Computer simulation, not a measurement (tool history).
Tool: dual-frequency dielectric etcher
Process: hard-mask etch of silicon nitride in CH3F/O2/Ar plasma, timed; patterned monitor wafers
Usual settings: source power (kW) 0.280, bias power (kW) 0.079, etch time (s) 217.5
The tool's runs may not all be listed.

run    hour  source power (kW)  bias power (kW)  etch time (s)  read-back reference wafer on the same gauge, depth_nm  mean etch depth across the wafer (Å)
  1     0.0              0.280            0.090          217.5                                                  120.1                                  1365
  2   316.3              0.280            0.079          217.5                                                  120.4                                  1307
  3   374.3              0.280            0.079          217.5                                                  120.5                                  1298
  4   427.3              0.280            0.079          217.5                                                  120.3                                  1305
  5   517.8              0.280            0.079          254.0                                                  120.5                                  1528
  6   577.7              0.280            0.079          254.0                                                  120.4                                  1521
  7   661.8              0.280            0.079          188.0                                                  120.5                                  1136
  8   732.7              0.280            0.079          217.5                                                  120.6                                  1312
  9   792.4              0.280            0.079          217.5                                                  120.4                                  1304
 10   836.8              0.280            0.079          217.5                                                  120.5                                  1306
 11   886.8              0.280            0.079          186.5                                                  120.5                                  1127
 12   993.6              0.250            0.079          180.0                                                  120.8                                  1050
 13  1066.3              0.330            0.094          217.5                                                  120.6                                  1449
 14  1157.4              0.350            0.079          162.5                                                  120.6                                  1025
 15  1238.9              0.280            0.096          217.5                                                  120.8                                  1405
 16  1343.9              0.330            0.079          248.0                                                  120.8                                  1552
 17  1444.1              0.260            0.088          272.0                                                  118.3                                  1639
 18  1530.6              0.280            0.079          217.5                                                  118.5                                  1293
 19  1588.6              0.240            0.088          217.5                                                  118.6                                  1301
 20  1657.6              0.280            0.093          266.5                                                  118.8                                  1685
 21  1707.1              0.280            0.079          252.0                                                  118.8                                  1489
 22  1750.9              0.280            0.079          217.5                                                  119.1                                  1287
 23  1789.0              0.330            0.079          256.5                                                  119.2                                  1587
 24  1894.6              0.280            0.079          217.5                                                  119.4                                  1287
 25  1952.4              0.280            0.079          217.5                                                  119.6                                  1299
 26  1995.0              0.230            0.093          164.0                                                  119.9                                   993
 27  2098.3              0.280            0.079          217.5                                                  120.1                                  1296
 28  2189.9              0.280            0.079          217.5                                                  120.0                                  1299
 29  2262.5              0.260            0.092          181.0                                                  120.3                                  1134

Not shown: 7 entries that the log had between the listed runs. Between which runs, and how does the tool's hidden state differ before and after?
Between runs 2 and 3: wet clean of the chamber (hour 341.6)
  gauge reads high (%): 1.9 -> 1.94
  measured less the result without the state, mean etch depth across the wafer (Å): +25 -> +25
Between runs 4 and 5: upper electrode replaced (hour 492.0)
  gauge reads high (%): 1.97 -> 2.02
  measured less the result without the state, mean etch depth across the wafer (Å): +25 -> +30
Between runs 11 and 12: source power generator calibrated (hour 929.0); bias power generator calibrated (hour 958.1)
  gauge reads high (%): 2.18 -> 2.21
  measured less the result without the state, mean etch depth across the wafer (Å): +24 -> +23
Between runs 12 and 13: wet clean of the chamber (hour 1054.4)
  gauge reads high (%): 2.21 -> 2.23
  measured less the result without the state, mean etch depth across the wafer (Å): +23 -> +31
Between runs 16 and 17: gauge calibrated (hour 1405.3)
  gauge reads high (%): 2.3 -> 0.181
  measured less the result without the state, mean etch depth across the wafer (Å): +35 -> +3
Between runs 19 and 20: wet clean of the chamber (hour 1657.1)
  gauge reads high (%): 0.583 -> 0.754
  measured less the result without the state, mean etch depth across the wafer (Å): +8 -> +13
